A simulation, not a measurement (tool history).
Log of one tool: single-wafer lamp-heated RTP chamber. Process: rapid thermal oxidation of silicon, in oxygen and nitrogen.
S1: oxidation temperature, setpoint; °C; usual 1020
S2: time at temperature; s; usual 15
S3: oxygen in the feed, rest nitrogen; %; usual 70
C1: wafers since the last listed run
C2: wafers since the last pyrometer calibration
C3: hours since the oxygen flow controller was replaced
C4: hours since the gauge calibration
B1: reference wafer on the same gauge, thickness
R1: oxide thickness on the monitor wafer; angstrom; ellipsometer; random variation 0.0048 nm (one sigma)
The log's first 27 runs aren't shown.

run,hour,S1,S2,S3,C1,C2,C3,C4,B1,R1
28,2303.5,1020,11,70,662,5680,1078.7,928.3,2.98,29
29,2349.9,995,8,70,485,6165,1125.1,974.7,2.979,23.57
30,2403.4,1020,15,82,559,6724,1178.6,1028.2,2.981,33.74
# hour 2472.3: pyrometer window cleaned and pyrometer calibrated
31,2499,996,15,41,915,279,1274.2,1123.8,2.98,24.83
32,2598.6,1049,19,43,1041,1320,1373.8,1223.4,2.98,36.08
33,2701.6,1020,13,52,1076,2397,1476.8,1326.4,2.979,28.25
34,2737.7,992,21,70,377,2775,1512.9,1362.5,2.98,30.51
35,2834.1,1020,15,70,1007,3782,1609.3,1458.9,2.98,32.16
36,2928.3,995,8,70,984,4767,1703.5,1553.1,2.981,23.54
37,3007.6,1007,18,70,829,5596,1782.8,1632.4,2.979,31.74

Forecast each of these 4 alternatives for the next run:
A,3008,1020,15,70,4,5600,1783.2,1632.8,?,?
B,3008,1020,13,62,4,5600,1783.2,1632.8,?,?
C,3008,1036,20,90,4,5600,1783.2,1632.8,?,?
D,3008,1020,15,49,4,5600,1783.2,1632.8,?,?

run,B1,R1
A,2.981,32.32
B,2.981,29.78
C,2.981,43.19
D,2.981,29.32
Without the tool's hidden state the same runs would have given:
run,R1
A,32
B,29.47
C,42.85
D,28.99

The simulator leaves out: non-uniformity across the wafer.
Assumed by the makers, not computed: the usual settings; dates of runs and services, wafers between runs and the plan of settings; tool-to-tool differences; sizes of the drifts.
